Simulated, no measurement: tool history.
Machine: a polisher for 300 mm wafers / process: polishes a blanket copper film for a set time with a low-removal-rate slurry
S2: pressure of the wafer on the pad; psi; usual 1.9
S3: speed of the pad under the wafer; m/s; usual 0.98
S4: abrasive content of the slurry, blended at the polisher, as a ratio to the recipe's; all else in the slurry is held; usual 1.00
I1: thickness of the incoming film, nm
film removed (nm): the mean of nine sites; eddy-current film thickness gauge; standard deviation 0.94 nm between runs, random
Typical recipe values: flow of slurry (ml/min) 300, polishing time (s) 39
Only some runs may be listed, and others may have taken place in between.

{"run": 1, "hour": 0.0, "flow of slurry (ml/min)": 300, "S2": 1.5, "S3": 0.98, "S4": 1.0, "polishing time (s)": 39, "I1": 1108.6, "film removed (nm)": 61.8}
{"run": 2, "hour": 15.4, "flow of slurry (ml/min)": 300, "S2": 1.5, "S3": 0.98, "S4": 1.0, "polishing time (s)": 39, "I1": 1122.8, "film removed (nm)": 60.4}
{"run": 3, "hour": 42.8, "flow of slurry (ml/min)": 300, "S2": 1.9, "S3": 0.98, "S4": 1.0, "polishing time (s)": 39, "I1": 1113.9, "film removed (nm)": 72.7}
{"run": 4, "hour": 65.6, "flow of slurry (ml/min)": 300, "S2": 1.9, "S3": 0.98, "S4": 1.0, "polishing time (s)": 39, "I1": 1124.6, "film removed (nm)": 70.4}
{"run": 5, "hour": 88.0, "flow of slurry (ml/min)": 300, "S2": 1.9, "S3": 0.98, "S4": 1.0, "polishing time (s)": 39, "I1": 1096.6, "film removed (nm)": 69.6}
{"hour": 100.6, "done": "head pressure recalibrated"}
{"run": 6, "hour": 119.2, "flow of slurry (ml/min)": 300, "S2": 1.9, "S3": 0.98, "S4": 1.0, "polishing time (s)": 39, "I1": 1121.5, "film removed (nm)": 73.3}
{"run": 7, "hour": 143.4, "flow of slurry (ml/min)": 240, "S2": 1.9, "S3": 0.98, "S4": 1.0, "polishing time (s)": 39, "I1": 1125.5, "film removed (nm)": 71.0}
{"hour": 153.4, "done": "slurry nozzle cleaned"}
{"run": 8, "hour": 158.7, "flow of slurry (ml/min)": 240, "S2": 1.9, "S3": 0.98, "S4": 1.0, "polishing time (s)": 39, "I1": 1126.4, "film removed (nm)": 73.0}
{"run": 9, "hour": 183.7, "flow of slurry (ml/min)": 240, "S2": 1.9, "S3": 0.98, "S4": 1.0, "polishing time (s)": 39, "I1": 1095.2, "film removed (nm)": 72.7}
{"hour": 196.2, "done": "worn pad replaced by a new one"}
{"run": 10, "hour": 276.2, "flow of slurry (ml/min)": 300, "S2": 1.9, "S3": 0.98, "S4": 1.0, "polishing time (s)": 39, "I1": 1090.1, "film removed (nm)": 71.6}
{"run": 11, "hour": 292.4, "flow of slurry (ml/min)": 300, "S2": 1.9, "S3": 0.98, "S4": 1.0, "polishing time (s)": 39, "I1": 1112.8, "film removed (nm)": 71.8}
{"run": 12, "hour": 316.2, "flow of slurry (ml/min)": 300, "S2": 1.9, "S3": 0.98, "S4": 1.0, "polishing time (s)": 39, "I1": 1112.4, "film removed (nm)": 70.2}
{"run": 13, "hour": 345.6, "flow of slurry (ml/min)": 270, "S2": 1.7, "S3": 0.98, "S4": 0.85, "polishing time (s)": 26, "I1": 1121.0, "film removed (nm)": 41.3}
{"hour": 361.7, "done": "worn pad replaced by a new one"}
{"hour": 364.0, "done": "head pressure recalibrated"}
{"run": 14, "hour": 364.5, "flow of slurry (ml/min)": 300, "S2": 1.9, "S3": 0.78, "S4": 1.2, "polishing time (s)": 39, "I1": 1109.3, "film removed (nm)": 65.1}
{"hour": 377.3, "done": "slurry blender recalibrated"}
{"run": 15, "hour": 389.4, "flow of slurry (ml/min)": 300, "S2": 1.9, "S3": 0.84, "S4": 1.0, "polishing time (s)": 39, "I1": 1102.5, "film removed (nm)": 63.4}
{"run": 16, "hour": 422.0, "flow of slurry (ml/min)": 300, "S2": 1.9, "S3": 0.98, "S4": 1.0, "polishing time (s)": 39, "I1": 1100.0, "film removed (nm)": 72.7}
{"run": 17, "hour": 455.9, "flow of slurry (ml/min)": 345, "S2": 1.9, "S3": 0.98, "S4": 1.0, "polishing time (s)": 39, "I1": 1127.4, "film removed (nm)": 73.9}
{"run": 18, "hour": 469.4, "flow of slurry (ml/min)": 300, "S2": 1.9, "S3": 0.98, "S4": 1.0, "polishing time (s)": 39, "I1": 1131.4, "film removed (nm)": 74.9}
{"run": 19, "hour": 485.2, "flow of slurry (ml/min)": 300, "S2": 1.9, "S3": 0.86, "S4": 1.0, "polishing time (s)": 34, "I1": 1103.2, "film removed (nm)": 56.3}
{"run": 20, "hour": 502.5, "flow of slurry (ml/min)": 300, "S2": 2.5, "S3": 1.22, "S4": 1.0, "polishing time (s)": 51, "I1": 1125.7, "film removed (nm)": 147.2}
{"run": 21, "hour": 530.3, "flow of slurry (ml/min)": 300, "S2": 1.9, "S3": 0.98, "S4": 1.0, "polishing time (s)": 39, "I1": 1121.9, "film removed (nm)": 72.7}
{"hour": 552.5, "done": "worn pad replaced by a new one"}
{"run": 22, "hour": 557.3, "flow of slurry (ml/min)": 300, "S2": 1.9, "S3": 0.98, "S4": 1.25, "polishing time (s)": 39, "I1": 1105.7, "film removed (nm)": 77.0}
{"run": 23, "hour": 578.8, "flow of slurry (ml/min)": 245, "S2": 1.9, "S3": 0.98, "S4": 0.8, "polishing time (s)": 39, "I1": 1113.6, "film removed (nm)": 68.9}
{"run": 24, "hour": 593.8, "flow of slurry (ml/min)": 300, "S2": 1.9, "S3": 0.98, "S4": 1.0, "polishing time (s)": 39, "I1": 1122.2, "film removed (nm)": 72.5}
{"run": 25, "hour": 615.3, "flow of slurry (ml/min)": 300, "S2": 1.9, "S3": 0.98, "S4": 1.0, "polishing time (s)": 39, "I1": 1101.9, "film removed (nm)": 70.5}
{"run": 26, "hour": 629.7, "flow of slurry (ml/min)": 300, "S2": 1.9, "S3": 0.98, "S4": 1.0, "polishing time (s)": 43, "I1": 1118.4, "film removed (nm)": 78.3}
{"hour": 634.6, "done": "head pressure recalibrated"}
{"run": 27, "hour": 664.7, "flow of slurry (ml/min)": 225, "S2": 1.9, "S3": 1.08, "S4": 1.0, "polishing time (s)": 28, "I1": 1112.8, "film removed (nm)": 56.0}
{"run": 28, "hour": 699.6, "flow of slurry (ml/min)": 300, "S2": 2.5, "S3": 1.22, "S4": 1.0, "polishing time (s)": 51, "I1": 1109.3, "film removed (nm)": 149.2}
{"hour": 716.9, "done": "worn pad replaced by a new one"}
{"run": 29, "hour": 720.1, "flow of slurry (ml/min)": 300, "S2": 2.3, "S3": 0.98, "S4": 1.0, "polishing time (s)": 39, "I1": 1107.9, "film removed (nm)": 87.7}
{"run": 30, "hour": 737.5, "flow of slurry (ml/min)": 300, "S2": 1.9, "S3": 0.98, "S4": 1.0, "polishing time (s)": 39, "I1": 1118.3, "film removed (nm)": 73.5}

4 options for the next run, each taken on its own from the tool as it stands now. Forecast them:
{"run": "A", "hour": 737.9, "flow of slurry (ml/min)": 300, "S2": 1.9, "S3": 0.98, "S4": 1.0, "polishing time (s)": 39, "I1": 1132.8, "film removed (nm)": "?"}
{"run": "B", "hour": 737.9, "flow of slurry (ml/min)": 300, "S2": 1.2, "S3": 0.76, "S4": 1.0, "polishing time (s)": 39, "I1": 1132.8, "film removed (nm)": "?"}
{"run": "C", "hour": 737.9, "flow of slurry (ml/min)": 210, "S2": 1.9, "S3": 1.26, "S4": 1.0, "polishing time (s)": 39, "I1": 1132.8, "film removed (nm)": "?"}
{"run": "D", "hour": 737.9, "flow of slurry (ml/min)": 330, "S2": 2.3, "S3": 0.98, "S4": 0.8, "polishing time (s)": 28, "I1": 1132.8, "film removed (nm)": "?"}

run=A film_removed_(nm)=74.9
run=B film_removed_(nm)=41.0
run=C film_removed_(nm)=92.0
run=D film_removed_(nm)=61.3
Without the tool's unlogged condition, the same runs would have read:
run=A film_removed_(nm)=77.1
run=B film_removed_(nm)=42.2
run=C film_removed_(nm)=94.8
run=D film_removed_(nm)=63.2
